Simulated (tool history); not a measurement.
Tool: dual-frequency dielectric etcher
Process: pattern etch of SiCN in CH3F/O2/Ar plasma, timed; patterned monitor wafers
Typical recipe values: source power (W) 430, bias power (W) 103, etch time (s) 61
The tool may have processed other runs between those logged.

| run | hour | source power (W) | bias power (W) | etch time (s) | read-back reference wafer on the same gauge, depth_nm | mean etch depth across the wafer (angstrom) |
|---|---|---|---|---|---|---|
| 1 | 0 | 430 | 103 | 75 | 28.71 | 367.2 |
| 2 | 38 | 430 | 103 | 75 | 28.7 | 372.5 |
| 3 | 100.4 | 430 | 103 | 61 | 28.75 | 299.9 |
| 4 | 169.3 | 430 | 103 | 61 | 28.71 | 302.7 |
| 5 | 266.2 | 360 | 93 | 61 | 28.72 | 258.4 |
|  | 383.7 | wet clean of the chamber |
| 6 | 384.2 | 360 | 93 | 61 | 28.73 | 252.8 |
| 7 | 423.6 | 430 | 111 | 61 | 28.68 | 309.6 |
|  | 486.8 | upper electrode replaced |
| 8 | 505.1 | 430 | 111 | 61 | 28.72 | 314.4 |
| 9 | 548.5 | 470 | 103 | 61 | 28.75 | 316.9 |
| 10 | 810.4 | 430 | 103 | 61 | 28.7 | 303.2 |
| 11 | 848.1 | 430 | 103 | 61 | 28.73 | 306.1 |
|  | 918.4 | bias power generator calibrated |
| 12 | 926.9 | 430 | 103 | 61 | 28.69 | 308.9 |
|  | 980.8 | wet clean of the chamber |
| 13 | 1031.5 | 430 | 103 | 61 | 28.69 | 300 |
| 14 | 1071.7 | 380 | 103 | 55 | 28.72 | 251.7 |
| 15 | 1165.5 | 430 | 103 | 61 | 28.71 | 301.4 |
| 16 | 1214 | 350 | 116 | 49 | 28.71 | 234.1 |
|  | 1222.5 | gauge calibrated |
| 17 | 1253.7 | 460 | 103 | 61 | 28.7 | 315.9 |
| 18 | 1321.9 | 380 | 78 | 61 | 28.66 | 240.4 |

Estimate the outcome of run 19 from the log above:
| 19 | 1411.9 | 370 | 103 | 61 | ? | ? |

read-back reference wafer on the same gauge, depth_nm: 28.71
mean etch depth across the wafer (angstrom): 283.5
Had the tool carried no hidden state, the very same run would have given mean etch depth across the wafer (angstrom) 270.8.
